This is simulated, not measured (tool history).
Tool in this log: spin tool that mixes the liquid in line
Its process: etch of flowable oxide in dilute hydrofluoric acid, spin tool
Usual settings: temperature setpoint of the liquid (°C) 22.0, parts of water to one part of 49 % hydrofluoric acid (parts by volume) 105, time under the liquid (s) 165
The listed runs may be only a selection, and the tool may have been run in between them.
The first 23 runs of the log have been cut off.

run,day,temperature setpoint of the liquid (°C),parts of water to one part of 49 % hydrofluoric acid (parts by volume),time under the liquid (s),"read-back film thickness of the flowable oxide reference wafer, read on the same gauge (nm)",thickness taken off the flowable oxide on a monitor wafer (nm)
24,15.042,22.0,60,165,140.01,108.18
# day 15.442: hydrofluoric acid flow meter replaced
# day 15.708: thermometer replaced
25,15.729,20.5,80,70,140.03,25.21
26,16.183,22.0,105,165,140.00,46.62
27,16.488,22.0,135,95,140.00,20.41
28,17.104,22.0,105,165,140.01,47.00
29,17.833,19.5,130,265,140.01,53.98
30,19.725,22.0,140,245,140.00,50.82
31,20.121,22.0,105,165,140.00,46.95
32,20.838,22.0,85,165,139.98,60.26
33,21.496,22.0,105,165,140.03,47.97

Consider 5 possible next runs. They are alternatives, not a sequence: every one starts from the tool as it was left by run 33. What does each give?
A,21.517,22.0,105,100,?,?
B,21.517,26.0,105,70,?,?
C,21.517,18.0,140,75,?,?
D,21.517,17.5,75,165,?,?
E,21.517,22.0,130,165,?,?

run,"read-back film thickness of the flowable oxide reference wafer, read on the same gauge (nm)",thickness taken off the flowable oxide on a monitor wafer (nm)
A,139.99,29.01
B,139.99,23.77
C,139.99,13.37
D,139.99,57.54
E,139.99,37.58
With the hidden condition removed and each run's random variation left untouched, the same runs would have given:
run,thickness taken off the flowable oxide on a monitor wafer (nm)
A,28.39
B,23.27
C,13.08
D,56.30
E,36.77
